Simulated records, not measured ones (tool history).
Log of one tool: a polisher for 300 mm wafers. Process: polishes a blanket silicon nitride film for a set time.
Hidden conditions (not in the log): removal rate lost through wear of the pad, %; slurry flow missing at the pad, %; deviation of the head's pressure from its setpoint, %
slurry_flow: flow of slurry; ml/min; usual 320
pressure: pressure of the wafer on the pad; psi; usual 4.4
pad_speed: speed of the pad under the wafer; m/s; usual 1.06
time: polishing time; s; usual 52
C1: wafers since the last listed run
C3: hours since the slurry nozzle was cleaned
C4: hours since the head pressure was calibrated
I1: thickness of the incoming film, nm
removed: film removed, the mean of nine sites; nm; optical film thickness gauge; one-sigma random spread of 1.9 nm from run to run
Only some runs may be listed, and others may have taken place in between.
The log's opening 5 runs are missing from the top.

{"run": 6, "day": 11.179, "slurry_flow": 320, "pressure": 4.4, "pad_speed": 1.06, "time": 61, "C1": 1034, "wafers polished on this pad": 3357, "C3": 328.4, "C4": 1009.1, "I1": 522.9, "removed": 153.9}
{"run": 7, "day": 12.588, "slurry_flow": 320, "pressure": 4.4, "pad_speed": 1.06, "time": 52, "C1": 524, "wafers polished on this pad": 3881, "C3": 362.2, "C4": 1042.9, "I1": 519.0, "removed": 129.5}
{"run": 8, "day": 14.392, "slurry_flow": 320, "pressure": 4.4, "pad_speed": 1.06, "time": 52, "C1": 672, "wafers polished on this pad": 4554, "C3": 405.5, "C4": 1086.2, "I1": 520.5, "removed": 128.4}
{"day": 14.933, "done": "worn pad replaced by a new one"}
{"run": 9, "day": 15.433, "slurry_flow": 320, "pressure": 4.4, "pad_speed": 1.06, "time": 52, "C1": 326, "wafers polished on this pad": 185, "C3": 430.5, "C4": 1111.2, "I1": 525.5, "removed": 129.9}
{"run": 10, "day": 17.442, "slurry_flow": 320, "pressure": 4.4, "pad_speed": 1.06, "time": 52, "C1": 748, "wafers polished on this pad": 934, "C3": 478.7, "C4": 1159.4, "I1": 529.2, "removed": 131.4}
{"run": 11, "day": 20.438, "slurry_flow": 320, "pressure": 5.3, "pad_speed": 1.06, "time": 52, "C1": 1116, "wafers polished on this pad": 2050, "C3": 550.6, "C4": 1231.3, "I1": 524.0, "removed": 147.1}
{"run": 12, "day": 23.238, "slurry_flow": 320, "pressure": 5.3, "pad_speed": 1.06, "time": 52, "C1": 1043, "wafers polished on this pad": 3094, "C3": 617.8, "C4": 1298.5, "I1": 524.9, "removed": 149.9}
{"day": 24.279, "done": "slurry nozzle cleaned"}
{"day": 25.142, "done": "head pressure recalibrated"}
{"run": 13, "day": 25.654, "slurry_flow": 320, "pressure": 4.4, "pad_speed": 1.06, "time": 52, "C1": 853, "wafers polished on this pad": 3948, "C3": 33.0, "C4": 12.3, "I1": 522.2, "removed": 139.3}
{"run": 14, "day": 27.412, "slurry_flow": 320, "pressure": 4.4, "pad_speed": 1.06, "time": 52, "C1": 655, "wafers polished on this pad": 4603, "C3": 75.2, "C4": 54.5, "I1": 509.3, "removed": 138.4}
{"run": 15, "day": 28.55, "slurry_flow": 320, "pressure": 4.4, "pad_speed": 1.06, "time": 52, "C1": 423, "wafers polished on this pad": 5027, "C3": 102.5, "C4": 81.8, "I1": 513.8, "removed": 142.1}
{"day": 30.829, "done": "worn pad replaced by a new one"}
{"run": 16, "day": 31.317, "slurry_flow": 320, "pressure": 4.4, "pad_speed": 1.06, "time": 52, "C1": 968, "wafers polished on this pad": 180, "C3": 168.9, "C4": 148.2, "I1": 515.2, "removed": 141.8}
{"run": 17, "day": 33.404, "slurry_flow": 320, "pressure": 4.4, "pad_speed": 1.06, "time": 52, "C1": 777, "wafers polished on this pad": 958, "C3": 219.0, "C4": 198.3, "I1": 530.9, "removed": 137.4}
{"run": 18, "day": 36.229, "slurry_flow": 400, "pressure": 5.5, "pad_speed": 1.32, "time": 62, "C1": 1052, "wafers polished on this pad": 2011, "C3": 286.8, "C4": 266.1, "I1": 519.4, "removed": 247.6}
{"run": 19, "day": 39.162, "slurry_flow": 320, "pressure": 4.4, "pad_speed": 1.4, "time": 52, "C1": 1093, "wafers polished on this pad": 3104, "C3": 357.2, "C4": 336.5, "I1": 514.3, "removed": 174.0}
{"run": 20, "day": 40.617, "slurry_flow": 320, "pressure": 4.4, "pad_speed": 1.06, "time": 52, "C1": 541, "wafers polished on this pad": 3646, "C3": 392.1, "C4": 371.4, "I1": 517.0, "removed": 136.4}
{"run": 21, "day": 43.412, "slurry_flow": 390, "pressure": 4.4, "pad_speed": 1.06, "time": 52, "C1": 1041, "wafers polished on this pad": 4688, "C3": 459.2, "C4": 438.5, "I1": 531.5, "removed": 137.5}
{"day": 44.112, "done": "worn pad replaced by a new one"}
{"run": 22, "day": 46.046, "slurry_flow": 320, "pressure": 4.4, "pad_speed": 1.06, "time": 35, "C1": 919, "wafers polished on this pad": 720, "C3": 522.4, "C4": 501.7, "I1": 519.8, "removed": 91.7}

Run 23 is up next; what results do you expect?
{"run": 23, "day": 47.908, "slurry_flow": 320, "pressure": 4.4, "pad_speed": 1.06, "time": 63, "C1": 694, "wafers polished on this pad": 1414, "C3": 567.1, "C4": 546.4, "I1": 522.4, "removed": "?"}

removed: 165.6 nm
Were there no unlogged condition in the tool, this run, its random variation unchanged, would have produced removed 170.2 nm.
